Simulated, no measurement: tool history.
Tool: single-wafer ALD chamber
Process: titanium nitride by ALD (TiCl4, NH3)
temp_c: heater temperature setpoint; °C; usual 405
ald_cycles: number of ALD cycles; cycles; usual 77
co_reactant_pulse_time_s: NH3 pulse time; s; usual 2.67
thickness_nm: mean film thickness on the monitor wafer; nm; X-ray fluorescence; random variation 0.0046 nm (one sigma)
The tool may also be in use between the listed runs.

run	hour	temp_c	ald_cycles	co_reactant_pulse_time_s	wafers since the last listed run	hours since the last thermocouple change	hours since the showerhead was replaced	hours since the gauge calibration	read-back reference wafer on the same gauge, thickness_nm	thickness_nm
1	0	405	77	2.67	0	2540	3152.3	113.9	1.678	1.839
2	11.3	405	77	2.67	38	2551.3	3163.6	125.2	1.675	1.846
3	29.2	405	77	2.67	61	2569.2	3181.5	143.1	1.673	1.828
4	41.8	394	77	2.67	42	2581.8	3194.1	155.7	1.673	1.821
5	59.2	394	77	2.67	59	2599.2	3211.5	173.1	1.671	1.821
# hour 70.4: thermocouple changed; heater temperature recalibrated
6	73.7	394	77	2.67	22	3.3	3226	187.6	1.67	1.824
7	82	405	81	2.67	28	11.6	3234.3	195.9	1.668	1.914
8	99.7	405	77	2.67	60	29.3	3252	213.6	1.668	1.823
# hour 106.7: gauge calibrated
# hour 109.8: showerhead replaced
9	110.3	405	77	3.65	8	39.9	0.5	3.6	1.68	1.861
10	123.2	405	88	2.67	43	52.8	13.4	16.5	1.682	2.107
11	135.4	400	77	3.27	41	65	25.6	28.7	1.679	1.855
12	144.5	394	90	2.19	31	74.1	34.7	37.8	1.681	2.136
13	162	416	77	3.5	59	91.6	52.2	55.3	1.68	1.865
14	179.2	405	77	2.67	58	108.8	69.4	72.5	1.68	1.843

Forecast each of these 5 alternatives for the next run:
A	179.8	392	77	2.67	2	109.4	70	73.1	?	?
B	179.8	405	77	3.64	2	109.4	70	73.1	?	?
C	179.8	392	85	3.57	2	109.4	70	73.1	?	?
D	179.8	391	82	2.67	2	109.4	70	73.1	?	?
E	179.8	405	77	2.94	2	109.4	70	73.1	?	?

run	read-back reference wafer on the same gauge, thickness_nm	thickness_nm
A	1.679	1.836
B	1.679	1.86
C	1.679	2.044
D	1.679	1.954
E	1.679	1.85
Without the tool's hidden state the same runs would have given:
run	thickness_nm
A	1.836
B	1.86
C	2.044
D	1.954
E	1.851
